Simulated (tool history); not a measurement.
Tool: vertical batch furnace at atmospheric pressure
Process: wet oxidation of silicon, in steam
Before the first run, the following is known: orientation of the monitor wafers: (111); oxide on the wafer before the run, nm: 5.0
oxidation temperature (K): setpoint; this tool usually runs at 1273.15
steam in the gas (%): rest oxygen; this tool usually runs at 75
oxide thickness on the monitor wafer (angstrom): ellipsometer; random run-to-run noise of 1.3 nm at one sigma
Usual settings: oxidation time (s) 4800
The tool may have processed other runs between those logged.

run	day	oxidation temperature (K)	oxidation time (s)	steam in the gas (%)	read-back reference wafer on the same gauge, thickness	oxide thickness on the monitor wafer (angstrom)
1	0	1273.15	4800	75	581.7	5051.4
2	2.821	1273.15	4800	75	582.08	5022.5
3	5.371	1273.15	4800	75	582.28	5037.1
4	6.8	1273.15	4800	75	582.54	5058.5
5	7.812	1273.15	4800	75	582.12	5030.6
6	8.896	1273.15	6720	75	581.5	6181.4
7	10.729	1273.15	6720	75	582.17	6191.4
8	12.921	1273.15	4800	75	582.25	5065.4
9	13.983	1273.15	4800	75	582.51	5071.1
# day 17.075: steam generator serviced
10	17.096	1273.15	4800	75	581.01	5059.6
11	19.262	1273.15	4800	75	581.61	5079.4
12	21.85	1273.15	4800	75	582.2	5053.2
13	24.338	1273.15	3030	80	581.95	3993
14	25.692	1273.15	4800	65	582.14	4653.8
# day 28.829: thermocouples replaced and temperature profile calibrated
15	28.85	1273.15	2910	75	581.15	3780.4
16	29.367	1273.15	4800	75	582.01	5143.5
17	31.388	1273.15	4800	81	581.74	5403.4
# day 31.775: gauge calibrated
18	33.9	1273.15	4800	66	581.67	4758.4
# day 36.592: thermocouples replaced and temperature profile calibrated, repeated, since the last time left the tool worse
19	36.612	1273.15	3810	65	582.31	3955.7
20	38.733	1273.15	4800	75	581.71	4986.2
21	41.346	1280.15	5760	69	582.23	5486.1
22	44.062	1273.15	4800	82	581.47	5267.2
23	45.1	1273.15	4800	75	581.71	4995.4
24	47.292	1273.15	5760	75	581.56	5584.2
25	49.421	1255.15	2730	69	581.58	2949.8

Forecast each of these 3 alternatives for the next run:
A	49.646	1273.15	5490	75	?	?
B	49.646	1289.15	4800	85	?	?
C	49.646	1292.15	3960	82	?	?

run	read-back reference wafer on the same gauge, thickness	oxide thickness on the monitor wafer (angstrom)
A	582.34	5409.2
B	582.34	5831.4
C	582.34	5173.2
Take away the tool's hidden state, keep each run's random variation, and the runs would have read:
run	oxide thickness on the monitor wafer (angstrom)
A	5391.6
B	5814.1
C	5157.4

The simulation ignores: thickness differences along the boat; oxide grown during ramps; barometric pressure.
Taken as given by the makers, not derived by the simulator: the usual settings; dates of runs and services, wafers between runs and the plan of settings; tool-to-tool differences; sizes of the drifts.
